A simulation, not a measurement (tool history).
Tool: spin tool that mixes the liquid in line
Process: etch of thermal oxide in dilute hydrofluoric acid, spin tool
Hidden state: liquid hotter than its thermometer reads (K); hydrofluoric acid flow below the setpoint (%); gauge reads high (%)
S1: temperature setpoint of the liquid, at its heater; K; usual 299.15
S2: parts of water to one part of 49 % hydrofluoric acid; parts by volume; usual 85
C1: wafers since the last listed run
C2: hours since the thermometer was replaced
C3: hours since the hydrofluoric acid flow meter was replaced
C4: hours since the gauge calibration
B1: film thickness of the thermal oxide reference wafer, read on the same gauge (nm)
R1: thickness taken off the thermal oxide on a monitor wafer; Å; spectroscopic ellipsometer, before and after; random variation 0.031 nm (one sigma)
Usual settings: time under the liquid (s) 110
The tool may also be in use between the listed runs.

Run 1, hour 0: usual settings but S1 295.65 K, time under the liquid (s) 145; C1 0; C2 444.9; C3 838; C4 601.6; B1 78.35. Result: R1 74.3 Å.
Run 2, hour 24.9: usual settings but S1 295.65 K, time under the liquid (s) 145; C1 144; C2 469.8; C3 862.9; C4 626.5; B1 78.19. Result: R1 74.6 Å.
Run 3, hour 91.8: usual settings but S1 295.65 K, time under the liquid (s) 145; C1 389; C2 536.7; C3 929.8; C4 693.4; B1 77.79. Result: R1 73.7 Å.
At hour 185.1: gauge calibrated.
Run 4, hour 295.1: usual settings but S2 105 parts by volume, time under the liquid (s) 130; C1 1182; C2 740; C3 1133.1; C4 110; B1 79.91. Result: R1 61.5 Å.
Run 5, hour 345.5: usual settings; C1 293; C2 790.4; C3 1183.5; C4 160.4; B1 79.84. Result: R1 66.3 Å.
Run 6, hour 399.4: usual settings; C1 313; C2 844.3; C3 1237.4; C4 214.3; B1 79.77. Result: R1 66.5 Å.
Run 7, hour 427.4: usual settings; C1 162; C2 872.3; C3 1265.4; C4 242.3; B1 79.72. Result: R1 66.2 Å.
Run 8, hour 479.5: usual settings; C1 303; C2 924.4; C3 1317.5; C4 294.4; B1 79.58. Result: R1 66.6 Å.
At hour 482.8: hydrofluoric acid flow meter replaced.
Run 9, hour 539.3: usual settings; C1 342; C2 984.2; C3 56.5; C4 354.2; B1 79.41. Result: R1 66.1 Å.
Run 10, hour 601.5: usual settings; C1 361; C2 1046.4; C3 118.7; C4 416.4; B1 79.21. Result: R1 65.6 Å.
Run 11, hour 667.7: usual settings; C1 385; C2 1112.6; C3 184.9; C4 482.6; B1 78.95. Result: R1 65.9 Å.
Run 12, hour 736.7: usual settings; C1 401; C2 1181.6; C3 253.9; C4 551.6; B1 78.66. Result: R1 65.5 Å.
Run 13, hour 798.6: usual settings but S2 50 parts by volume; C1 360; C2 1243.5; C3 315.8; C4 613.5; B1 78.26. Result: R1 115.8 Å.
Run 14, hour 854.5: usual settings but S1 301.65 K, S2 110 parts by volume, time under the liquid (s) 175; C1 325; C2 1299.4; C3 371.7; C4 669.4; B1 77.98. Result: R1 84.9 Å.
Run 15, hour 881.6: usual settings but S2 70 parts by volume, time under the liquid (s) 135; C1 157; C2 1326.5; C3 398.8; C4 696.5; B1 77.82. Result: R1 97.8 Å.
Run 16, hour 953.5: usual settings but S2 55 parts by volume; C1 418; C2 1398.4; C3 470.7; C4 768.4; B1 77.36. Result: R1 102.5 Å.
At hour 967.7: thermometer replaced.
At hour 992.3: gauge calibrated.
Run 17, hour 1015.2: usual settings but S1 304.15 K, S2 70 parts by volume, time under the liquid (s) 170; C1 353; C2 47.5; C3 532.4; C4 22.9; B1 80.02. Result: R1 154.2 Å.
Run 18, hour 1048.4: usual settings but S1 297.15 K, S2 45 parts by volume, time under the liquid (s) 155; C1 193; C2 80.7; C3 565.6; C4 56.1; B1 80.03. Result: R1 170.5 Å.
Run 19, hour 1092.2: usual settings but S1 295.65 K, time under the liquid (s) 155; C1 254; C2 124.5; C3 609.4; C4 99.9; B1 80.02. Result: R1 81.6 Å.
Run 20, hour 1136.3: usual settings; C1 256; C2 168.6; C3 653.5; C4 144; B1 79.95. Result: R1 66.1 Å.
Run 21, hour 1175.9: usual settings; C1 230; C2 208.2; C3 693.1; C4 183.6; B1 79.94. Result: R1 66.6 Å.
Run 22, hour 1240.1: usual settings but time under the liquid (s) 85; C1 373; C2 272.4; C3 757.3; C4 247.8; B1 79.79. Result: R1 51.3 Å.
Run 23, hour 1277.1: usual settings but S2 100 parts by volume, time under the liquid (s) 75; C1 215; C2 309.4; C3 794.3; C4 284.8; B1 79.74. Result: R1 37.8 Å.
Run 24, hour 1314.6: usual settings but S1 297.15 K; C1 218; C2 346.9; C3 831.8; C4 322.3; B1 79.63. Result: R1 61.1 Å.

Forecast each of these 5 alternatives for the next run:
Run A, hour 1315: usual settings but time under the liquid (s) 160; C1 2; C2 347.3; C3 832.2; C4 322.7; B1 ?. Result: R1 ?.
Run B, hour 1315: usual settings but S1 301.15 K, S2 100 parts by volume, time under the liquid (s) 165; C1 2; C2 347.3; C3 832.2; C4 322.7; B1 ?. Result: R1 ?.
Run C, hour 1315: usual settings but S1 297.15 K, S2 105 parts by volume, time under the liquid (s) 145; C1 2; C2 347.3; C3 832.2; C4 322.7; B1 ?. Result: R1 ?.
Run D, hour 1315: usual settings but S1 301.65 K, S2 120 parts by volume, time under the liquid (s) 145; C1 2; C2 347.3; C3 832.2; C4 322.7; B1 ?. Result: R1 ?.
Run E, hour 1315: usual settings but S2 105 parts by volume; C1 2; C2 347.3; C3 832.2; C4 322.7; B1 ?. Result: R1 ?.

run    B1    R1
  A  79.6  95.9
  B  79.6  89.1
  C  79.6  63.4
  D  79.6  64.7
  E  79.6    52
Without the tool's hidden state the same runs would have given:
run    R1
  A  96.4
  B  89.5
  C  63.7
  D    65
  E  52.3

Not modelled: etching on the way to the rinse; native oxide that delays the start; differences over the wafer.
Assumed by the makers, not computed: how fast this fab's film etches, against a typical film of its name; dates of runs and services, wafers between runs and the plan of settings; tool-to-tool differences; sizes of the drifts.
